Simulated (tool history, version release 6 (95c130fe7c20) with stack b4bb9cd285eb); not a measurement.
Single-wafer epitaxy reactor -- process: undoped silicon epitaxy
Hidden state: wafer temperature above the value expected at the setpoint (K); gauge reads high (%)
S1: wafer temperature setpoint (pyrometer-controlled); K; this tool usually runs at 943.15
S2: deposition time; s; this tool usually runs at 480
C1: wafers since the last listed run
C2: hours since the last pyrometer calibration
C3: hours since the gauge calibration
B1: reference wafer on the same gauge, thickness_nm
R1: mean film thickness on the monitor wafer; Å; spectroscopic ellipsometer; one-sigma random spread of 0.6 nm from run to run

run	hour	S1	S2	C1	C2	C3	B1	R1
1	0	933.15	480	0	1584.7	464.5	149.997	1036.88
2	14.6	933.15	480	52	1599.3	479.1	149.778	1045.82
3	35	933.15	480	73	1619.7	499.5	149.87	1040.72
4	48.2	943.15	480	47	1632.9	512.7	150.041	1261.27
5	64	943.15	480	57	1648.7	528.5	149.693	1252.39
6	82.9	937.15	480	68	1667.6	547.4	150.054	1124.76
7	105.6	937.15	480	81	1690.3	570.1	150.188	1118.17
8	138.7	937.15	480	119	1723.4	603.2	149.536	1124.36
9	166.2	949.15	480	99	1750.9	630.7	149.778	1402.22
10	273.2	949.15	480	386	1857.9	737.7	149.844	1410.42
# hour 293.7: gauge calibrated
11	298.8	955.15	452	92	1883.5	5.1	149.704	1475.42
12	322.8	955.15	452	86	1907.5	29.1	150.345	1484.46
13	345.2	943.15	480	80	1929.9	51.5	150.247	1244.05
14	359.4	943.15	480	51	1944.1	65.7	149.991	1256.23
15	384.6	943.15	480	90	1969.3	90.9	150.139	1254.27
16	410.7	957.15	480	94	1995.4	117	149.751	1608.46
17	454.7	936.15	435	158	2039.4	161	149.79	996.54
18	478.3	948.15	505	85	2063	184.6	149.967	1440.01
19	500.2	939.15	403	79	2084.9	206.5	149.723	970.09
# hour 531.1: pyrometer calibrated
20	533.2	943.15	533	90	2.1	239.5	150.032	1501.21
21	560	943.15	480	96	28.9	266.3	150.375	1338.36
22	596.6	951.15	421	132	65.5	302.9	150.087	1359.12
23	624.9	934.15	564	102	93.8	331.2	150.281	1320
24	649.6	934.15	388	89	118.5	355.9	149.867	907.31
25	664	950.15	561	51	132.9	370.3	149.894	1747.48
26	688.3	943.15	393	87	157.2	394.6	150.133	1078.52
27	721	943.15	480	117	189.9	427.3	150.059	1312.96
28	745.7	943.15	480	89	214.6	452	150.189	1306.66

Run-by-run hidden state of the tool:
gauge reads high (%): 0 at every run
H1: wafer temperature above the value expected at the setpoint (K)
run	H1
1	-4.02
2	-4.03
3	-4.04
4	-4.05
5	-4.06
6	-4.07
7	-4.08
8	-4.1
9	-4.12
10	-4.17
11	-4.18
12	-4.19
13	-4.2
14	-4.2
15	-4.21
16	-4.22
17	-4.24
18	-4.25
19	-4.25
20	-0.169
21	-0.393
22	-0.685
23	-0.899
24	-1.08
25	-1.18
26	-1.35
27	-1.56
28	-1.71
